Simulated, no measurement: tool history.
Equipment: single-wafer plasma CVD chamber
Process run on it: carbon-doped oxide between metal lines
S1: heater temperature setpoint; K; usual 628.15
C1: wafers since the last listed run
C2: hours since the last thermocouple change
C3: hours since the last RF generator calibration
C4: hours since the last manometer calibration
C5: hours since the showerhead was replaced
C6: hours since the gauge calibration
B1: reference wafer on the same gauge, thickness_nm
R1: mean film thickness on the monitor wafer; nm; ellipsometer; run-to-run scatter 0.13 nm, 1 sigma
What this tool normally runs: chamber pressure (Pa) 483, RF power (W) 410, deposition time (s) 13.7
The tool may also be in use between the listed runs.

Run 1, hour 0: usual settings; C1 0; C2 2086.4; C3 1742.9; C4 1679.4; C5 5666.1; C6 177.8; B1 68.945. Result: R1 57.921 nm.
Run 2, hour 19.8: usual settings; C1 950; C2 2106.2; C3 1762.7; C4 1699.2; C5 5685.9; C6 197.6; B1 69.043. Result: R1 57.861 nm.
Run 3, hour 55.6: usual settings; C1 1718; C2 2142; C3 1798.5; C4 1735; C5 5721.7; C6 233.4; B1 69.013. Result: R1 57.987 nm.
At hour 80: gauge calibrated.
Run 4, hour 89.8: usual settings; C1 1642; C2 2176.2; C3 1832.7; C4 1769.2; C5 5755.9; C6 9.8; B1 69.006. Result: R1 57.678 nm.
Run 5, hour 116.3: usual settings; C1 1272; C2 2202.7; C3 1859.2; C4 1795.7; C5 5782.4; C6 36.3; B1 68.967. Result: R1 57.696 nm.
Run 6, hour 137.8: usual settings; C1 1032; C2 2224.2; C3 1880.7; C4 1817.2; C5 5803.9; C6 57.8; B1 68.995. Result: R1 57.626 nm.
At hour 148.9: showerhead replaced.
Run 7, hour 167.1: usual settings; C1 1022; C2 2253.5; C3 1910; C4 1846.5; C5 18.2; C6 87.1; B1 69.059. Result: R1 57.582 nm.
Run 8, hour 186.1: usual settings; C1 912; C2 2272.5; C3 1929; C4 1865.5; C5 37.2; C6 106.1; B1 68.996. Result: R1 57.589 nm.
Run 9, hour 203.9: usual settings; C1 854; C2 2290.3; C3 1946.8; C4 1883.3; C5 55; C6 123.9; B1 68.976. Result: R1 57.289 nm.
Run 10, hour 237.8: usual settings; C1 1627; C2 2324.2; C3 1980.7; C4 1917.2; C5 88.9; C6 157.8; B1 69.004. Result: R1 57.087 nm.
At hour 265.6: capacitance manometer re-zeroed and calibrated.
Run 11, hour 266.1: usual settings but deposition time (s) 14.8; C1 974; C2 2352.5; C3 2009; C4 0.5; C5 117.2; C6 186.1; B1 69.01. Result: R1 61.636 nm.
At hour 294.6: RF generator calibrated.
Run 12, hour 300.8: usual settings but S1 633.15 K, RF power (W) 370, deposition time (s) 11.6; C1 1282; C2 2387.2; C3 6.2; C4 35.2; C5 151.9; C6 220.8; B1 69.012. Result: R1 47.2 nm.
Run 13, hour 333.3: usual settings but RF power (W) 355, deposition time (s) 11.4; C1 1560; C2 2419.7; C3 38.7; C4 67.7; C5 184.4; C6 253.3; B1 68.978. Result: R1 45.399 nm.
At hour 350.2: gauge calibrated.
Run 14, hour 358.8: usual settings but S1 614.15 K, chamber pressure (Pa) 391, RF power (W) 450, deposition time (s) 11.1; C1 1224; C2 2445.2; C3 64.2; C4 93.2; C5 209.9; C6 8.6; B1 68.992. Result: R1 53.725 nm.
At hour 369.6: thermocouple changed; heater temperature recalibrated.
Run 15, hour 383.2: usual settings but S1 636.15 K, chamber pressure (Pa) 601, deposition time (s) 16; C1 787; C2 13.6; C3 88.6; C4 117.6; C5 234.3; C6 33; B1 69.016. Result: R1 71.505 nm.
Run 16, hour 403.4: usual settings but S1 623.15 K; C1 969; C2 33.8; C3 108.8; C4 137.8; C5 254.5; C6 53.2; B1 68.996. Result: R1 61.315 nm.
Run 17, hour 418.2: usual settings but S1 639.15 K; C1 710; C2 48.6; C3 123.6; C4 152.6; C5 269.3; C6 68; B1 68.959. Result: R1 58.902 nm.
Run 18, hour 440.7: usual settings; C1 1080; C2 71.1; C3 146.1; C4 175.1; C5 291.8; C6 90.5; B1 69.02. Result: R1 60.311 nm.
Run 19, hour 459.7: usual settings; C1 912; C2 90.1; C3 165.1; C4 194.1; C5 310.8; C6 109.5; B1 69.011. Result: R1 60.41 nm.
Run 20, hour 484.2: usual settings; C1 1176; C2 114.6; C3 189.6; C4 218.6; C5 335.3; C6 134; B1 69.011. Result: R1 60.785 nm.

4 options for the next run, each taken on its own from the tool as it stands now. Forecast them:
Run A, hour 484.6: usual settings; C1 19; C2 115; C3 190; C4 219; C5 335.7; C6 134.4; B1 ?. Result: R1 ?.
Run B, hour 484.6: usual settings but chamber pressure (Pa) 367, RF power (W) 340; C1 19; C2 115; C3 190; C4 219; C5 335.7; C6 134.4; B1 ?. Result: R1 ?.
Run C, hour 484.6: usual settings but chamber pressure (Pa) 389, RF power (W) 385; C1 19; C2 115; C3 190; C4 219; C5 335.7; C6 134.4; B1 ?. Result: R1 ?.
Run D, hour 484.6: usual settings but S1 617.15 K, deposition time (s) 15.4; C1 19; C2 115; C3 190; C4 219; C5 335.7; C6 134.4; B1 ?. Result: R1 ?.

run     B1      R1
  A  68.97   60.51
  B  68.97  51.148
  C  68.97  56.469
  D  68.97  69.962
Stripped of hidden state, with their random variation kept, the same runs would have yielded:
run      R1
  A  60.563
  B  51.195
  C  56.519
  D  70.024
